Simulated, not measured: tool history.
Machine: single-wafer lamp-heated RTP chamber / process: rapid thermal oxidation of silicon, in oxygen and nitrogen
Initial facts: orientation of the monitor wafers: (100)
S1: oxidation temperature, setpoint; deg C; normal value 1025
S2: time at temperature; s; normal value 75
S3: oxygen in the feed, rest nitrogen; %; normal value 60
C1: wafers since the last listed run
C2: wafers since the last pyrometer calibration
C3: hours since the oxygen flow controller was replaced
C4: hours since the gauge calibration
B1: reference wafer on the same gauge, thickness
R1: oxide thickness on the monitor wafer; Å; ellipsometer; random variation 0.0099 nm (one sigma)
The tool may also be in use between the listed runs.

run 1 hour=0 | S1=1025 S2=75 S3=60 | C1=0 C2=754 C3=2095.1 C4=358.1 | B1=5.332 | R1=67.07
run 2 hour=27.6 | S1=1025 S2=75 S3=60 | C1=406 C2=1161 C3=2122.7 C4=385.7 | B1=5.33 | R1=67.15
run 3 hour=44.3 | S1=1037 S2=49 S3=60 | C1=245 C2=1406 C3=2139.4 C4=402.4 | B1=5.331 | R1=60.97
run 4 hour=61.4 | S1=1037 S2=49 S3=60 | C1=251 C2=1658 C3=2156.5 C4=419.5 | B1=5.33 | R1=60.96
run 5 hour=67.4 | S1=1025 S2=50 S3=60 | C1=88 C2=1747 C3=2162.5 C4=425.5 | B1=5.33 | R1=56.57
run 6 hour=79.3 | S1=1025 S2=75 S3=60 | C1=175 C2=1922 C3=2174.4 C4=437.4 | B1=5.33 | R1=67.56
-- hour=92.1 oxygen flow controller replaced
run 7 hour=92.6 | S1=1025 S2=75 S3=60 | C1=78 C2=2000 C3=0.5 C4=450.7 | B1=5.329 | R1=67.63
run 8 hour=101.4 | S1=1025 S2=75 S3=60 | C1=129 C2=2129 C3=9.3 C4=459.5 | B1=5.328 | R1=67.79
run 9 hour=114.5 | S1=1025 S2=75 S3=60 | C1=192 C2=2322 C3=22.4 C4=472.6 | B1=5.33 | R1=67.57
run 10 hour=128.7 | S1=1025 S2=99 S3=49 | C1=209 C2=2531 C3=36.6 C4=486.8 | B1=5.33 | R1=71.44
-- hour=138 pyrometer window cleaned and pyrometer calibrated
run 11 hour=141.8 | S1=1025 S2=99 S3=49 | C1=75 C2=56 C3=49.7 C4=499.9 | B1=5.33 | R1=69.84
run 12 hour=191.1 | S1=1025 S2=99 S3=49 | C1=725 C2=782 C3=99 C4=549.2 | B1=5.329 | R1=70.69
run 13 hour=206.7 | S1=1025 S2=75 S3=68 | C1=229 C2=1011 C3=114.6 C4=564.8 | B1=5.328 | R1=70.24
run 14 hour=218.5 | S1=1025 S2=75 S3=68 | C1=173 C2=1185 C3=126.4 C4=576.6 | B1=5.33 | R1=70.3
run 15 hour=234.6 | S1=1011 S2=59 S3=36 | C1=237 C2=1422 C3=142.5 C4=592.7 | B1=5.33 | R1=46.23
run 16 hour=251.8 | S1=1025 S2=75 S3=60 | C1=253 C2=1675 C3=159.7 C4=609.9 | B1=5.329 | R1=67.41
run 17 hour=257.9 | S1=1025 S2=75 S3=60 | C1=89 C2=1765 C3=165.8 C4=616 | B1=5.328 | R1=67.51
run 18 hour=275.5 | S1=1015 S2=96 S3=60 | C1=259 C2=2024 C3=183.4 C4=633.6 | B1=5.33 | R1=70.33
run 19 hour=286.9 | S1=1025 S2=75 S3=60 | C1=167 C2=2192 C3=194.8 C4=645 | B1=5.331 | R1=67.7
run 20 hour=301.1 | S1=1043 S2=96 S3=60 | C1=209 C2=2401 C3=209 C4=659.2 | B1=5.33 | R1=85.78
run 21 hour=315.4 | S1=1025 S2=51 S3=60 | C1=210 C2=2612 C3=223.3 C4=673.5 | B1=5.329 | R1=57.05
run 22 hour=329.5 | S1=1013 S2=75 S3=60 | C1=207 C2=2820 C3=237.4 C4=687.6 | B1=5.329 | R1=62.13
-- hour=346.2 pyrometer window cleaned and pyrometer calibrated
run 23 hour=346.7 | S1=1025 S2=75 S3=60 | C1=135 C2=7 C3=254.6 C4=704.8 | B1=5.331 | R1=66.51
run 24 hour=359.1 | S1=1025 S2=91 S3=43 | C1=182 C2=189 C3=267 C4=717.2 | B1=5.331 | R1=64.91
-- hour=366.5 gauge calibrated
run 25 hour=369.8 | S1=1025 S2=75 S3=60 | C1=157 C2=347 C3=277.7 C4=3.3 | B1=5.329 | R1=67.06
run 26 hour=381.7 | S1=1017 S2=97 S3=87 | C1=175 C2=522 C3=289.6 C4=15.2 | B1=5.331 | R1=81.1
run 27 hour=389.5 | S1=1025 S2=112 S3=80 | C1=114 C2=637 C3=297.4 C4=23 | B1=5.33 | R1=89.34
run 28 hour=398.3 | S1=1025 S2=75 S3=60 | C1=129 C2=766 C3=306.2 C4=31.8 | B1=5.33 | R1=67.6
run 29 hour=410.1 | S1=1037 S2=49 S3=60 | C1=173 C2=940 C3=318 C4=43.6 | B1=5.331 | R1=60.91
run 30 hour=421.4 | S1=1025 S2=75 S3=60 | C1=166 C2=1106 C3=329.3 C4=54.9 | B1=5.329 | R1=67.53
run 31 hour=434.8 | S1=1025 S2=75 S3=78 | C1=197 C2=1304 C3=342.7 C4=68.3 | B1=5.33 | R1=74.25
run 32 hour=448.7 | S1=1025 S2=75 S3=38 | C1=204 C2=1508 C3=356.6 C4=82.2 | B1=5.33 | R1=57.92
run 33 hour=457.8 | S1=1025 S2=75 S3=60 | C1=133 C2=1642 C3=365.7 C4=91.3 | B1=5.331 | R1=67.86
run 34 hour=474.5 | S1=1000 S2=92 S3=41 | C1=245 C2=1888 C3=382.4 C4=108 | B1=5.33 | R1=54.53
run 35 hour=485.1 | S1=1025 S2=39 S3=77 | C1=156 C2=2044 C3=393 C4=118.6 | B1=5.329 | R1=55.56
run 36 hour=492.9 | S1=1053 S2=41 S3=60 | C1=114 C2=2159 C3=400.8 C4=126.4 | B1=5.33 | R1=63.03
run 37 hour=499.3 | S1=1025 S2=75 S3=78 | C1=94 C2=2253 C3=407.2 C4=132.8 | B1=5.329 | R1=74.55

Below are 5 alternative next runs, each starting from the tool's condition after run 37. Predict each:
run A hour=499.7 | S1=1025 S2=55 S3=60 | C1=5 C2=2259 C3=407.6 C4=133.2 | B1=? | R1=?
run B hour=499.7 | S1=1036 S2=55 S3=41 | C1=5 C2=2259 C3=407.6 C4=133.2 | B1=? | R1=?
run C hour=499.7 | S1=1053 S2=75 S3=60 | C1=5 C2=2259 C3=407.6 C4=133.2 | B1=? | R1=?
run D hour=499.7 | S1=1014 S2=75 S3=60 | C1=5 C2=2259 C3=407.6 C4=133.2 | B1=? | R1=?
run E hour=499.7 | S1=1040 S2=75 S3=60 | C1=5 C2=2259 C3=407.6 C4=133.2 | B1=? | R1=?

run=A B1=5.329 R1=59.24
run=B B1=5.329 R1=56
run=C B1=5.329 R1=82.39
run=D B1=5.329 R1=62.82
run=E B1=5.329 R1=75.38
The same runs, with their run-to-run variation unchanged, on a tool lacking any hidden condition would have given:
run=A R1=57.71
run=B R1=54.6
run=C R1=80.31
run=D R1=61.17
run=E R1=73.45
